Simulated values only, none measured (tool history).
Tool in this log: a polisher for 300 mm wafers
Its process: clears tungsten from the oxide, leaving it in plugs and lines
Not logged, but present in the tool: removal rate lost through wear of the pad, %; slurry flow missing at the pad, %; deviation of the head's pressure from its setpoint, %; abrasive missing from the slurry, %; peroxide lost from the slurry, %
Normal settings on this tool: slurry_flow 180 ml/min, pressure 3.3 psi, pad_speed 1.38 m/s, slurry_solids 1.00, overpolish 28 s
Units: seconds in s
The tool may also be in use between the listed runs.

run	hour	slurry_flow	pressure	pad_speed	slurry_solids	overpolish	wafers since the last listed run	wafers polished on this pad	hours since the slurry nozzle was cleaned	hours since the head pressure was calibrated	hours since the slurry blender was calibrated	hours since the slurry got fresh peroxide	incoming thickness of the incoming film, nm	seconds
1	0.0	180	3.3	1.38	1.05	35	0	295	215.8	931.2	18.4	103.6	441.9	90.3
2	20.2	180	3.3	1.38	1.05	35	147	443	236.0	951.4	38.6	123.8	440.3	92.9
3	48.4	180	3.3	1.38	0.80	28	205	649	264.2	979.6	66.8	152.0	444.5	105.3
# hour 55.2: slurry nozzle cleaned
# hour 58.6: worn pad replaced by a new one
# hour 64.4: slurry tank refilled with fresh slurry and peroxide
4	74.3	180	3.3	1.38	1.00	28	150	107	19.1	1005.5	92.7	9.9	432.0	87.8
5	96.4	180	3.3	1.38	1.00	28	161	269	41.2	1027.6	114.8	32.0	442.3	89.9
6	112.5	180	3.3	1.38	1.00	28	117	386	57.3	1043.7	130.9	48.1	437.2	88.0
7	126.2	180	3.3	1.38	1.00	28	100	486	71.0	1057.4	144.6	61.8	448.0	93.1
# hour 156.6: worn pad replaced by a new one
8	157.1	180	3.3	1.38	1.00	28	196	3	101.9	1088.3	175.5	92.7	440.0	91.5
# hour 160.0: slurry blender recalibrated
9	191.4	180	3.3	1.38	1.00	28	235	239	136.2	1122.6	31.4	127.0	440.4	91.1
10	222.8	180	3.3	1.38	1.00	28	229	468	167.6	1154.0	62.8	158.4	444.5	95.7
11	241.5	225	2.5	1.38	0.90	15	136	605	186.3	1172.7	81.5	177.1	445.3	118.7
# hour 249.1: worn pad replaced by a new one
# hour 253.0: head pressure recalibrated
# hour 256.1: slurry tank refilled with fresh slurry and peroxide
12	265.1	180	3.3	1.38	0.85	28	121	95	209.9	12.1	105.1	9.0	444.5	97.8
13	283.7	225	2.5	1.38	0.90	15	135	231	228.5	30.7	123.7	27.6	439.8	124.2
14	299.0	180	3.3	1.68	1.00	28	111	342	243.8	46.0	139.0	42.9	441.9	80.5
# hour 319.0: slurry nozzle cleaned
15	325.4	155	3.3	0.92	1.00	28	185	528	6.4	72.4	165.4	69.3	441.9	137.3
# hour 335.7: slurry blender recalibrated
# hour 340.2: worn pad replaced by a new one
16	346.6	140	4.5	1.38	1.20	28	111	47	27.6	93.6	10.9	90.5	437.5	65.0
17	377.1	180	2.2	1.38	1.00	28	222	269	58.1	124.1	41.4	121.0	436.2	130.2
# hour 409.5: slurry tank refilled with fresh slurry and peroxide
18	414.4	180	3.3	1.68	1.00	28	265	534	95.4	161.4	78.7	4.9	442.1	71.7
# hour 440.2: worn pad replaced by a new one
19	440.7	180	3.3	1.38	1.00	28	162	3	121.7	187.7	105.0	31.2	437.9	88.2

Alternative continuations, all from the tool just after run 19; predict every row:
A	441.2	180	3.3	1.38	1.20	28	3	7	122.2	188.2	105.5	31.7	439.4	?
B	441.2	180	3.3	1.38	1.00	13	3	7	122.2	188.2	105.5	31.7	439.4	?
C	441.2	215	2.1	1.38	1.00	38	3	7	122.2	188.2	105.5	31.7	439.4	?

run	seconds
A	84.2
B	89.4
C	136.5
What these runs would have given with no unlogged condition in the tool:
run	seconds
A	82.6
B	87.7
C	134.4
